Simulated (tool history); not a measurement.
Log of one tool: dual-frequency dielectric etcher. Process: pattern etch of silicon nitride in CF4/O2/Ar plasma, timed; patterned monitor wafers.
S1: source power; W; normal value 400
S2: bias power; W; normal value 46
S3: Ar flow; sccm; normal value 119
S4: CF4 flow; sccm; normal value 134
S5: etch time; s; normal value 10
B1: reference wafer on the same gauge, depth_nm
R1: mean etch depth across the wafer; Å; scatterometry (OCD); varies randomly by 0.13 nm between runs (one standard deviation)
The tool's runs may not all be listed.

run	day	S1	S2	S3	S4	S5	B1	R1
1	0	400	46	119	123	10	14.69	182.2
2	0.483	400	46	119	134	10	14.69	184.3
# day 1.079: bias power generator calibrated
3	1.1	350	46	119	134	10	14.7	168.8
# day 2.371: wet clean of the chamber
4	2.392	400	50	119	134	10	14.7	193.6
5	2.404	400	53	119	134	11	14.73	213.2
6	2.417	400	46	119	119	10	14.71	187.6
7	2.867	440	46	93	118	9	14.71	183.6
8	3.454	400	46	104	134	10	14.69	190.4
9	4.95	400	46	119	134	10	14.7	188.3
# day 5.158: source power generator calibrated
# day 5.362: gauge calibrated
# day 5.479: CF4 flow controller replaced
10	5.646	400	56	146	134	9	14.71	174.4
# day 6.892: wet clean of the chamber, repeated, since the last time left the tool worse
11	6.912	400	46	137	107	10	14.7	175.1
12	6.925	480	38	119	134	10	14.71	198.9
13	6.942	400	46	119	134	10	14.71	178.5
14	7.175	440	41	119	134	10	14.7	188.1
15	7.775	400	46	119	134	10	14.72	181.3
16	8.392	400	46	119	134	10	14.7	180.6
17	9.112	400	46	141	162	10	14.68	184.4
18	9.471	400	46	119	134	10	14.7	180.7
19	10.025	400	37	119	111	12	14.69	205.8
20	10.675	400	46	141	162	10	14.73	185.7

State the hidden condition of the tool at each of the runs:
source power that arrives over what is set, %: 0 at every run
bias power that arrives over what is set, %: 0 at every run
Ar flow that arrives over what is set, %: 0 at every run
CF4 flow that arrives over what is set, %: 0 at every run
gauge reads high (%): 0 at every run
H1: etch rate over this chamber's usual, %
run	H1
1	2.99
2	3.06
3	3.14
4	5.32
5	5.32
6	5.32
7	5.39
8	5.46
9	5.67
10	5.76
11	0.546
12	0.548
13	0.55
14	0.582
15	0.662
16	0.746
17	0.843
18	0.891
19	0.966
20	1.05
